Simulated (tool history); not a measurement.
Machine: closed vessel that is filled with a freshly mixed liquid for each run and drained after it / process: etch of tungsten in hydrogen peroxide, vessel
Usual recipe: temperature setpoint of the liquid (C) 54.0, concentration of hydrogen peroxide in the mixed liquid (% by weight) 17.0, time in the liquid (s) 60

run   hour  temperature setpoint of the liquid (C)  concentration of hydrogen peroxide in the mixed liquid (% by weight)  time in the liquid (s)  read-back film thickness of the tungsten reference wafer, read on the same gauge (nm)  thickness taken off the tungsten on a monitor wafer (angstrom)
  1    0.0                                    60.5                                                                  14.0                      60                                                                                  50.02                                                          1316.1
  2    8.3                                    60.5                                                                  14.0                      60                                                                                  50.00                                                          1297.3
  3   15.3                                    54.0                                                                  17.0                      60                                                                                  50.03                                                           975.9
  4   23.4                                    54.0                                                                  17.0                      60                                                                                  49.98                                                           964.5
  5   38.7                                    54.0                                                                  19.5                      60                                                                                  49.98                                                          1030.7
  6   49.7                                    54.0                                                                  17.0                      60                                                                                  50.02                                                           973.8
  7   63.8                                    54.0                                                                  17.0                      60                                                                                  49.99                                                           964.7
  8   76.9                                    54.0                                                                  14.5                      60                                                                                  49.99                                                           900.0
  9   93.1                                    54.0                                                                  14.5                      60                                                                                  50.00                                                           893.7
 10  101.3                                    56.0                                                                  17.0                      85                                                                                  49.98                                                          1527.8
 11  118.2                                    56.0                                                                  17.0                      85                                                                                  50.02                                                          1557.9
     121.8  -- peroxide flow meter replaced
     129.8  -- thermometer replaced
 12  138.4                                    56.0                                                                  17.0                      85                                                                                  50.01                                                          1547.8
 13  145.2                                    54.0                                                                  17.0                      50                                                                                  49.97                                                           809.4
 14  157.9                                    54.0                                                                  17.0                      50                                                                                  50.01                                                           800.6
 15  165.7                                    54.0                                                                  16.0                      60                                                                                  50.01                                                           943.5
     176.1  -- new drum of peroxide connected
 16  182.1                                    57.0                                                                  20.5                      60                                                                                  49.98                                                          1244.8
 17  213.0                                    54.0                                                                  17.0                      45                                                                                  49.98                                                           712.8
     225.0  -- new drum of peroxide connected, repeated, since the last time left the tool worse
 18  228.2                                    45.0                                                                  15.0                      40                                                                                  49.99                                                           360.5
 19  236.7                                    57.0                                                                  21.0                      30                                                                                  50.00                                                           653.4
     236.9  -- gauge calibrated
 20  245.6                                    48.5                                                                  17.0                      85                                                                                  50.00                                                          1004.6
 21  252.1                                    54.0                                                                  17.0                      60                                                                                  50.00                                                           984.4
 22  260.4                                    54.0                                                                  17.0                      60                                                                                  49.99                                                          1005.6
 23  271.1                                    54.0                                                                  17.0                      80                                                                                  50.01                                                          1306.0
 24  282.7                                    59.5                                                                  18.5                      75                                                                                  50.01                                                          1761.1
 25  292.8                                    54.0                                                                  17.0                      60                                                                                  50.01                                                           988.8
 26  306.5                                    54.0                                                                  15.0                      60                                                                                  50.00                                                           937.6
 27  316.5                                    54.0                                                                  17.0                      50                                                                                  50.02                                                           826.1
 28  326.7                                    54.0                                                                  14.5                      60                                                                                  50.00                                                           905.7
 29  341.0                                    59.5                                                                  19.0                      60                                                                                  50.00                                                          1435.9
 30  357.6                                    54.0                                                                  17.0                      35                                                                                  50.01                                                           571.9
 31  365.6                                    59.5                                                                  19.0                      75                                                                                  49.98                                                          1811.9

3 options for the next run, each taken on its own from the tool as it stands now. Forecast them:
  A  366.3                                    54.0                                                                  17.0                      60                                                                                      ?                                                               ?
  B  366.3                                    54.0                                                                  20.5                      45                                                                                      ?                                                               ?
  C  366.3                                    50.0                                                                  12.5                      75                                                                                      ?                                                               ?

run  read-back film thickness of the tungsten reference wafer, read on the same gauge (nm)  thickness taken off the tungsten on a monitor wafer (angstrom)
  A                                                                                  50.01                                                           980.4
  B                                                                                  50.01                                                           807.4
  C                                                                                  50.01                                                           825.4
Without the tool's unlogged condition, the same runs would have read:
run  thickness taken off the tungsten on a monitor wafer (angstrom)
  A                                                           992.9
  B                                                           817.8
  C                                                           836.0
